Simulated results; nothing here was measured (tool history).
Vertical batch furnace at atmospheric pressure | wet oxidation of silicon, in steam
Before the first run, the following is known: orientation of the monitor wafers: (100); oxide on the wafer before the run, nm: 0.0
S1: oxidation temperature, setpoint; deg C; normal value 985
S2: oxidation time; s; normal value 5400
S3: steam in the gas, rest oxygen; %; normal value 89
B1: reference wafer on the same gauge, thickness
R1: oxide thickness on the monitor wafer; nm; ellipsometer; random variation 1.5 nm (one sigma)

run 1 hour=0 | S1=985 S2=5400 S3=89 | B1=523.78 | R1=422.93
run 2 hour=41 | S1=985 S2=5400 S3=81 | B1=523.56 | R1=399.16
run 3 hour=74.2 | S1=985 S2=5400 S3=81 | B1=524.34 | R1=398.37
run 4 hour=140.1 | S1=985 S2=5400 S3=89 | B1=523.91 | R1=423.78
run 5 hour=172.3 | S1=985 S2=5400 S3=89 | B1=523.87 | R1=425.62
run 6 hour=238.8 | S1=985 S2=6270 S3=89 | B1=524.12 | R1=469.16
run 7 hour=270.3 | S1=985 S2=6270 S3=89 | B1=524.03 | R1=467.88
run 8 hour=337.7 | S1=985 S2=6270 S3=89 | B1=524.18 | R1=469.2
run 9 hour=384.7 | S1=985 S2=5400 S3=89 | B1=523.81 | R1=422.41
-- hour=411.2 steam generator serviced
run 10 hour=504.9 | S1=969 S2=6810 S3=83 | B1=524.26 | R1=405.16
run 11 hour=530.9 | S1=985 S2=5400 S3=89 | B1=523.95 | R1=409.32
run 12 hour=562 | S1=1001 S2=3600 S3=93 | B1=524.18 | R1=358.37
run 13 hour=587.6 | S1=992 S2=6990 S3=94 | B1=523.8 | R1=529.87
-- hour=634.3 steam generator serviced, repeated, since the last time left the tool worse
run 14 hour=634.8 | S1=1002 S2=6360 S3=85 | B1=523.73 | R1=537.72
-- hour=688.1 thermocouples replaced and temperature profile calibrated
-- hour=695.1 gauge calibrated
run 15 hour=700.1 | S1=985 S2=5400 S3=89 | B1=524.29 | R1=437.96
run 16 hour=756.8 | S1=985 S2=5400 S3=89 | B1=523.9 | R1=436.07
run 17 hour=804.3 | S1=985 S2=4260 S3=97 | B1=523.95 | R1=394
run 18 hour=871 | S1=1003 S2=5400 S3=89 | B1=523.86 | R1=492.92
run 19 hour=934.2 | S1=996 S2=7440 S3=97 | B1=524.05 | R1=614.04

Forecast each of these 3 alternatives for the next run:
run A hour=939.1 | S1=985 S2=5400 S3=97 | B1=? | R1=?
run B hour=939.1 | S1=969 S2=8100 S3=85 | B1=? | R1=?
run C hour=939.1 | S1=1006 S2=5400 S3=89 | B1=? | R1=?

run=A B1=523.72 R1=463.14
run=B B1=523.72 R1=496.76
run=C B1=523.72 R1=504.38
With the hidden condition removed and each run's random variation left untouched, the same runs would have given:
run=A R1=468.99
run=B R1=503.12
run=C R1=510.46

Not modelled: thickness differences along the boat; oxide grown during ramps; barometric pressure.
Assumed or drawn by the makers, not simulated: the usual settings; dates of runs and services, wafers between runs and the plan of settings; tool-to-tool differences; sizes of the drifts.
